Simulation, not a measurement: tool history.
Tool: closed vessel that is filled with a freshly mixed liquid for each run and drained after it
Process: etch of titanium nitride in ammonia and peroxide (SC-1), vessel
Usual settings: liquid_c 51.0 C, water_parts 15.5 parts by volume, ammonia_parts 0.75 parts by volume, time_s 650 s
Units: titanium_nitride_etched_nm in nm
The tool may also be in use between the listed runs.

run	hour	liquid_c	water_parts	ammonia_parts	time_s	read-back film thickness of the titanium nitride reference wafer, read on the same gauge (nm)	titanium_nitride_etched_nm
1	0.0	51.0	15.5	0.75	650	40.00	43.42
2	26.6	51.0	15.5	0.75	650	40.00	44.12
3	40.1	51.0	15.5	0.75	650	39.99	43.51
# hour 44.3: new drum of ammonia solution connected
4	63.6	51.0	15.5	0.75	650	39.99	43.48
5	115.7	51.0	15.5	1.00	985	39.99	69.57
6	151.0	51.0	21.5	0.85	1035	39.97	59.13
7	180.1	45.5	15.5	0.55	530	39.98	22.82
8	210.1	51.0	15.5	0.75	395	40.01	26.59
9	236.2	51.0	15.5	0.75	650	40.00	43.41
10	256.5	51.0	15.5	0.75	650	39.99	43.75
11	275.6	47.0	9.5	0.75	650	40.00	42.45
12	292.3	51.0	12.0	0.60	290	40.00	21.55
13	321.3	51.0	15.5	0.50	380	40.01	23.60
14	353.9	51.0	15.5	0.75	650	40.01	43.39
15	366.7	45.0	15.5	0.75	415	40.00	18.21
# hour 372.7: thermometer replaced
16	382.6	48.5	8.0	0.75	650	40.00	51.60
# hour 397.8: ammonia flow meter replaced
17	400.6	55.0	22.0	1.15	910	40.01	71.34
18	435.5	51.0	13.5	0.55	650	40.00	44.48
19	463.6	51.0	9.5	0.75	650	39.98	56.55
20	485.1	51.0	23.0	0.45	920	40.01	44.78
21	501.5	44.0	15.5	0.75	650	39.98	26.65
22	535.9	51.0	15.5	0.95	875	40.00	61.83
23	564.5	51.0	15.5	0.75	650	40.00	43.13
24	593.5	60.0	19.0	0.40	1010	40.00	98.88
# hour 605.7: new drum of ammonia solution connected
25	614.9	51.0	15.5	0.75	650	39.98	43.73
26	647.0	57.5	23.5	0.75	650	40.00	54.43
27	675.1	51.0	15.5	0.75	650	40.03	43.39
28	710.7	42.0	18.0	0.65	770	40.01	24.27
29	730.1	51.0	15.5	1.15	650	40.01	47.17

What the log doesn't show, run by run:
liquid hotter than its thermometer reads (K): 0 in every run
ammonia flow above the setpoint (%): 0 in every run
ammonia solution weaker than its label (%): 0 in every run
gauge reads high (%): 0 in every run
